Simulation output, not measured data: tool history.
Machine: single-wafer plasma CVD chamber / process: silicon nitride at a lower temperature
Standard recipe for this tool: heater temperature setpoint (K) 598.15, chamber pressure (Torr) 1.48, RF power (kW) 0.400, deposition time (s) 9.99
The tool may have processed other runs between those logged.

run	hour	heater temperature setpoint (K)	chamber pressure (Torr)	RF power (kW)	deposition time (s)	wafers since the last listed run	hours since the last thermocouple change	hours since the last RF generator calibration	hours since the last manometer calibration	hours since the showerhead was replaced	hours since the gauge calibration	read-back reference wafer on the same gauge, thickness_nm	mean film thickness on the monitor wafer (nm)
1	0.0	601.15	1.48	0.400	9.99	0	539.3	440.2	1166.1	6168.6	993.3	12.304	13.708
2	50.1	601.15	1.48	0.400	9.99	1376	589.4	490.3	1216.2	6218.7	1043.4	12.298	13.652
3	112.1	601.15	1.48	0.400	9.99	1703	651.4	552.3	1278.2	6280.7	1105.4	12.309	13.530
4	153.9	594.15	1.48	0.400	9.99	1148	693.2	594.1	1320.0	6322.5	1147.2	12.302	13.544
5	239.1	594.15	1.48	0.400	9.99	2340	778.4	679.3	1405.2	6407.7	1232.4	12.284	13.609
6	283.1	594.15	1.48	0.400	9.99	1208	822.4	723.3	1449.2	6451.7	1276.4	12.311	13.544
7	388.0	598.15	1.48	0.400	11.15	2881	927.3	828.2	1554.1	6556.6	1381.3	12.311	15.105
8	482.3	598.15	1.48	0.400	11.15	2590	1021.6	922.5	1648.4	6650.9	1475.6	12.271	15.035
9	582.1	598.15	1.48	0.400	11.15	2741	1121.4	1022.3	1748.2	6750.7	1575.4	12.283	14.993
10	666.6	598.15	1.48	0.400	9.99	2321	1205.9	1106.8	1832.7	6835.2	1659.9	12.324	13.371
# hour 706.8: showerhead replaced, of another model than before
11	707.3	598.15	1.48	0.400	9.99	898	1246.6	1147.5	1873.4	0.5	1700.6	12.307	13.682
# hour 750.5: gauge calibrated
12	793.7	598.15	1.48	0.400	9.99	2373	1333.0	1233.9	1959.8	86.9	43.2	12.298	13.617
13	857.7	594.15	1.48	0.400	10.56	1758	1397.0	1297.9	2023.8	150.9	107.2	12.294	14.532
# hour 887.5: capacitance manometer re-zeroed and calibrated
# hour 947.3: thermocouple changed; heater temperature recalibrated
14	958.8	598.15	1.65	0.400	9.99	2337	11.5	1399.0	71.3	252.0	208.3	12.295	14.059
15	1058.6	598.15	1.48	0.340	9.99	2741	111.3	1498.8	171.1	351.8	308.1	12.307	12.658
16	1153.3	598.15	1.48	0.400	9.99	2601	206.0	1593.5	265.8	446.5	402.8	12.297	13.682
17	1261.3	598.15	1.48	0.400	9.99	2966	314.0	1701.5	373.8	554.5	510.8	12.287	13.684
18	1350.8	594.15	1.48	0.400	9.99	2458	403.5	1791.0	463.3	644.0	600.3	12.290	13.577
# hour 1447.5: RF generator calibrated
19	1453.2	590.15	1.48	0.435	9.99	2593	505.9	5.7	565.7	746.4	702.7	12.287	14.727
20	1521.7	585.15	1.29	0.360	8.83	1881	574.4	74.2	634.2	814.9	771.2	12.303	11.406
21	1619.4	591.15	1.82	0.325	11.97	2683	672.1	171.9	731.9	912.6	868.9	12.318	16.116
22	1702.9	585.15	1.65	0.460	9.99	2293	755.6	255.4	815.4	996.1	952.4	12.302	15.320
23	1774.8	594.15	1.48	0.400	9.99	1975	827.5	327.3	887.3	1068.0	1024.3	12.304	13.942
24	1826.3	598.15	1.48	0.400	9.99	1414	879.0	378.8	938.8	1119.5	1075.8	12.289	13.855
25	1866.2	603.15	1.77	0.400	9.99	1096	918.9	418.7	978.7	1159.4	1115.7	12.294	14.508

3 ways to go on from here, each from the tool as it stands after run 25. What would each give?
A	1866.6	598.15	1.48	0.400	11.24	10	919.3	419.1	979.1	1159.8	1116.1	?	?
B	1866.6	598.15	1.48	0.425	9.99	10	919.3	419.1	979.1	1159.8	1116.1	?	?
C	1866.6	591.15	1.38	0.400	9.99	10	919.3	419.1	979.1	1159.8	1116.1	?	?

run	read-back reference wafer on the same gauge, thickness_nm	mean film thickness on the monitor wafer (nm)
A	12.293	15.671
B	12.293	14.308
C	12.293	13.700
The same runs, with their run-to-run variation unchanged, on a tool lacking any hidden condition would have given:
run	mean film thickness on the monitor wafer (nm)
A	15.890
B	14.508
C	13.892

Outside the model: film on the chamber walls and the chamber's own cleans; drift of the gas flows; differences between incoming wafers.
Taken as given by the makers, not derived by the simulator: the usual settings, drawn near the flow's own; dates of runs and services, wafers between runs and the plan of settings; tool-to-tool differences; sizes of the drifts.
